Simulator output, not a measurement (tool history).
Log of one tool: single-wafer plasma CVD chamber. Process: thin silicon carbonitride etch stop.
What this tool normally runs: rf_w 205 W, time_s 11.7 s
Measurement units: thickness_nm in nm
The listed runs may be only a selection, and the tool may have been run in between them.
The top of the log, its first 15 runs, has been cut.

| run | hour | rf_w | time_s | read-back reference wafer on the same gauge, thickness_nm | thickness_nm |
|---|---|---|---|---|---|
| 16 | 1048.7 | 205 | 11.7 | 5.937 | 7.060 |
|  | 1061.0 | thermocouple changed; heater temperature recalibrated |
| 17 | 1108.6 | 180 | 11.1 | 5.945 | 6.259 |
| 18 | 1166.1 | 220 | 12.6 | 5.950 | 7.889 |
|  | 1194.2 | showerhead replaced |
| 19 | 1214.7 | 205 | 10.2 | 5.935 | 6.177 |
| 20 | 1258.6 | 195 | 11.1 | 5.945 | 6.529 |
| 21 | 1296.3 | 180 | 11.0 | 5.953 | 6.192 |
| 22 | 1354.9 | 205 | 11.7 | 5.929 | 7.095 |
| 23 | 1421.1 | 215 | 12.4 | 5.946 | 7.661 |
| 24 | 1465.1 | 205 | 13.4 | 5.935 | 8.040 |
| 25 | 1523.6 | 205 | 11.1 | 5.935 | 6.686 |
| 26 | 1568.0 | 215 | 10.4 | 5.942 | 6.405 |
| 27 | 1619.9 | 240 | 11.7 | 5.939 | 7.582 |
| 28 | 1657.6 | 205 | 11.7 | 5.933 | 7.124 |
| 29 | 1709.7 | 240 | 13.8 | 5.936 | 8.936 |
| 30 | 1757.4 | 245 | 9.6 | 5.946 | 6.203 |
| 31 | 1820.1 | 220 | 12.9 | 5.937 | 8.030 |
| 32 | 1882.3 | 175 | 10.8 | 5.934 | 6.039 |
| 33 | 1910.7 | 165 | 11.7 | 5.937 | 6.394 |
| 34 | 1961.7 | 240 | 10.4 | 5.933 | 6.746 |
|  | 1998.0 | gauge calibrated |
| 35 | 2017.6 | 240 | 10.8 | 5.934 | 6.945 |

5 ways to go on from here, each from the tool as it stands after run 35. What would each give?
| A | 2018.0 | 205 | 11.7 | ? | ? |
| B | 2018.0 | 175 | 12.8 | ? | ? |
| C | 2018.0 | 205 | 13.2 | ? | ? |
| D | 2018.0 | 240 | 12.7 | ? | ? |
| E | 2018.0 | 205 | 10.6 | ? | ? |

| run | read-back reference wafer on the same gauge, thickness_nm | thickness_nm |
|---|---|---|
| A | 5.934 | 7.101 |
| B | 5.934 | 7.187 |
| C | 5.934 | 8.011 |
| D | 5.934 | 8.274 |
| E | 5.934 | 6.433 |
Without the tool's unlogged condition, the same runs would have read:
| run | thickness_nm |
|---|---|
| A | 7.101 |
| B | 7.187 |
| C | 8.011 |
| D | 8.274 |
| E | 6.433 |
